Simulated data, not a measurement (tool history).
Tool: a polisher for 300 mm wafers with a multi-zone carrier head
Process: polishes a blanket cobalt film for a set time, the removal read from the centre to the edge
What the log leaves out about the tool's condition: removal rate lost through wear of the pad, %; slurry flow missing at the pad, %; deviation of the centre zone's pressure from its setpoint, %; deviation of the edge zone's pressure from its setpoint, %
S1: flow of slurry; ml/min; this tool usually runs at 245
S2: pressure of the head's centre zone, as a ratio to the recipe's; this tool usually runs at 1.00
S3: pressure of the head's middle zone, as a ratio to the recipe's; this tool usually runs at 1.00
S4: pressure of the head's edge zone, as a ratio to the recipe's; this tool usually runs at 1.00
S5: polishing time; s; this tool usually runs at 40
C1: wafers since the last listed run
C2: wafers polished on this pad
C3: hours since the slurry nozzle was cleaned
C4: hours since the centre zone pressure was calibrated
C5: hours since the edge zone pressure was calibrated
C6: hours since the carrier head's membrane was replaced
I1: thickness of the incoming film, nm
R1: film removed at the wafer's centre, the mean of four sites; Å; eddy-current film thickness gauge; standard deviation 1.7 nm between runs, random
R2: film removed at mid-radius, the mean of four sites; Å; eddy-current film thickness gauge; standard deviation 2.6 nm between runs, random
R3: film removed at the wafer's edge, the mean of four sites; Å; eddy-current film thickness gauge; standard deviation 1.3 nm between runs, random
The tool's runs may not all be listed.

{"run": 1, "hour": 0.0, "S1": 245, "S2": 1.0, "S3": 1.0, "S4": 1.0, "S5": 40, "C1": 0, "C2": 741, "C3": 104.5, "C4": 384.9, "C5": 380.3, "C6": 65.6, "I1": 715.5, "R1": 2078, "R2": 2007, "R3": 2025}
{"run": 2, "hour": 19.8, "S1": 245, "S2": 1.0, "S3": 1.0, "S4": 1.0, "S5": 36, "C1": 252, "C2": 993, "C3": 124.3, "C4": 404.7, "C5": 400.1, "C6": 85.4, "I1": 710.4, "R1": 1837, "R2": 1823, "R3": 1812}
{"run": 3, "hour": 50.1, "S1": 245, "S2": 1.0, "S3": 1.0, "S4": 1.0, "S5": 40, "C1": 385, "C2": 1379, "C3": 154.6, "C4": 435.0, "C5": 430.4, "C6": 115.7, "I1": 702.3, "R1": 2115, "R2": 1991, "R3": 2013}
{"run": 4, "hour": 64.2, "S1": 245, "S2": 1.0, "S3": 1.0, "S4": 0.97, "S5": 40, "C1": 179, "C2": 1559, "C3": 168.7, "C4": 449.1, "C5": 444.5, "C6": 129.8, "I1": 705.6, "R1": 2149, "R2": 2007, "R3": 1991}
{"run": 5, "hour": 99.0, "S1": 180, "S2": 0.96, "S3": 1.0, "S4": 1.09, "S5": 33, "C1": 443, "C2": 2002, "C3": 203.5, "C4": 483.9, "C5": 479.3, "C6": 164.6, "I1": 719.1, "R1": 1629, "R2": 1561, "R3": 1699}
{"run": 6, "hour": 113.4, "S1": 245, "S2": 1.05, "S3": 1.0, "S4": 0.95, "S5": 40, "C1": 183, "C2": 2185, "C3": 217.9, "C4": 498.3, "C5": 493.7, "C6": 179.0, "I1": 712.9, "R1": 2217, "R2": 2052, "R3": 1964}
{"hour": 120.5, "done": "worn pad replaced by a new one"}
{"hour": 150.2, "done": "edge zone pressure recalibrated"}
{"hour": 168.4, "done": "centre zone pressure recalibrated"}
{"run": 7, "hour": 191.3, "S1": 320, "S2": 1.0, "S3": 1.0, "S4": 1.0, "S5": 40, "C1": 890, "C2": 851, "C3": 295.8, "C4": 22.9, "C5": 41.1, "C6": 256.9, "I1": 708.3, "R1": 2060, "R2": 2018, "R3": 2085}
{"hour": 196.9, "done": "slurry nozzle cleaned"}
{"run": 8, "hour": 207.0, "S1": 290, "S2": 1.0, "S3": 1.0, "S4": 1.0, "S5": 40, "C1": 187, "C2": 1038, "C3": 10.1, "C4": 38.6, "C5": 56.8, "C6": 272.6, "I1": 697.6, "R1": 2020, "R2": 2059, "R3": 2041}
{"run": 9, "hour": 239.5, "S1": 290, "S2": 1.0, "S3": 1.0, "S4": 1.0, "S5": 49, "C1": 413, "C2": 1452, "C3": 42.6, "C4": 71.1, "C5": 89.3, "C6": 305.1, "I1": 710.7, "R1": 2477, "R2": 2555, "R3": 2497}
{"run": 10, "hour": 253.2, "S1": 245, "S2": 1.0, "S3": 1.0, "S4": 1.0, "S5": 40, "C1": 174, "C2": 1626, "C3": 56.3, "C4": 84.8, "C5": 103.0, "C6": 318.8, "I1": 704.6, "R1": 1995, "R2": 2013, "R3": 2002}
{"hour": 284.6, "done": "worn pad replaced by a new one"}
{"run": 11, "hour": 285.1, "S1": 175, "S2": 1.0, "S3": 1.0, "S4": 1.0, "S5": 40, "C1": 355, "C2": 6, "C3": 88.2, "C4": 116.7, "C5": 134.9, "C6": 350.7, "I1": 698.5, "R1": 1916, "R2": 1893, "R3": 1935}
{"run": 12, "hour": 318.6, "S1": 245, "S2": 1.0, "S3": 0.96, "S4": 1.0, "S5": 40, "C1": 426, "C2": 433, "C3": 121.7, "C4": 150.2, "C5": 168.4, "C6": 384.2, "I1": 707.0, "R1": 2024, "R2": 1925, "R3": 2029}
{"run": 13, "hour": 347.8, "S1": 245, "S2": 1.06, "S3": 1.0, "S4": 1.0, "S5": 40, "C1": 371, "C2": 805, "C3": 150.9, "C4": 179.4, "C5": 197.6, "C6": 413.4, "I1": 709.6, "R1": 2100, "R2": 2018, "R3": 2020}
{"run": 14, "hour": 368.8, "S1": 245, "S2": 1.04, "S3": 1.0, "S4": 0.93, "S5": 40, "C1": 267, "C2": 1073, "C3": 171.9, "C4": 200.4, "C5": 218.6, "C6": 434.4, "I1": 710.1, "R1": 2090, "R2": 1990, "R3": 1961}
{"run": 15, "hour": 398.0, "S1": 180, "S2": 0.93, "S3": 1.0, "S4": 0.92, "S5": 40, "C1": 371, "C2": 1444, "C3": 201.1, "C4": 229.6, "C5": 247.8, "C6": 463.6, "I1": 712.2, "R1": 1869, "R2": 1906, "R3": 1890}
{"run": 16, "hour": 418.0, "S1": 285, "S2": 0.94, "S3": 1.0, "S4": 0.89, "S5": 33, "C1": 254, "C2": 1699, "C3": 221.1, "C4": 249.6, "C5": 267.8, "C6": 483.6, "I1": 714.0, "R1": 1672, "R2": 1649, "R3": 1590}
{"hour": 448.5, "done": "worn pad replaced by a new one"}
{"run": 17, "hour": 451.4, "S1": 225, "S2": 0.95, "S3": 1.09, "S4": 1.0, "S5": 35, "C1": 374, "C2": 36, "C3": 254.5, "C4": 283.0, "C5": 301.2, "C6": 517.0, "I1": 703.3, "R1": 1701, "R2": 1902, "R3": 1739}
{"run": 18, "hour": 467.9, "S1": 285, "S2": 0.94, "S3": 1.0, "S4": 0.89, "S5": 33, "C1": 210, "C2": 246, "C3": 271.0, "C4": 299.5, "C5": 317.7, "C6": 533.5, "I1": 711.3, "R1": 1629, "R2": 1655, "R3": 1599}
{"run": 19, "hour": 480.3, "S1": 245, "S2": 1.0, "S3": 1.0, "S4": 1.07, "S5": 48, "C1": 157, "C2": 404, "C3": 283.4, "C4": 311.9, "C5": 330.1, "C6": 545.9, "I1": 708.7, "R1": 2469, "R2": 2377, "R3": 2516}
{"run": 20, "hour": 495.9, "S1": 245, "S2": 1.0, "S3": 1.0, "S4": 1.0, "S5": 40, "C1": 198, "C2": 603, "C3": 299.0, "C4": 327.5, "C5": 345.7, "C6": 561.5, "I1": 707.8, "R1": 2068, "R2": 2006, "R3": 2022}
{"run": 21, "hour": 531.5, "S1": 245, "S2": 1.0, "S3": 1.0, "S4": 1.0, "S5": 40, "C1": 453, "C2": 1056, "C3": 334.6, "C4": 363.1, "C5": 381.3, "C6": 597.1, "I1": 701.5, "R1": 2092, "R2": 2049, "R3": 2043}
{"hour": 537.9, "done": "slurry nozzle cleaned"}
{"run": 22, "hour": 566.5, "S1": 245, "S2": 1.0, "S3": 0.92, "S4": 1.07, "S5": 40, "C1": 433, "C2": 1489, "C3": 28.6, "C4": 398.1, "C5": 416.3, "C6": 632.1, "I1": 717.0, "R1": 2117, "R2": 1894, "R3": 2082}

Hidden state or all else? Some run-to-run changes of R1, split into what the settings, what came in and random variation would give without the hidden state, and what is left for the hidden state (with any gauge scatter that isn't in both results):
Run 5 -> 6: S1 180 -> 245, S2 0.96 -> 1.05, S4 1.09 -> 0.95, S5 33 -> 40. R1 +588 Å: hidden state +47, all else +541.
Run 6 -> 7: S1 245 -> 320, S2 1.05 -> 1.00, S4 0.95 -> 1.00, worn pad replaced by a new one, edge zone pressure recalibrated, centre zone pressure recalibrated. R1 -157 Å: hidden state -142, all else -15.
Run 18 -> 19: S1 285 -> 245, S2 0.94 -> 1.00, S4 0.89 -> 1.07, S5 33 -> 48. R1 +840 Å: hidden state +36, all else +804.

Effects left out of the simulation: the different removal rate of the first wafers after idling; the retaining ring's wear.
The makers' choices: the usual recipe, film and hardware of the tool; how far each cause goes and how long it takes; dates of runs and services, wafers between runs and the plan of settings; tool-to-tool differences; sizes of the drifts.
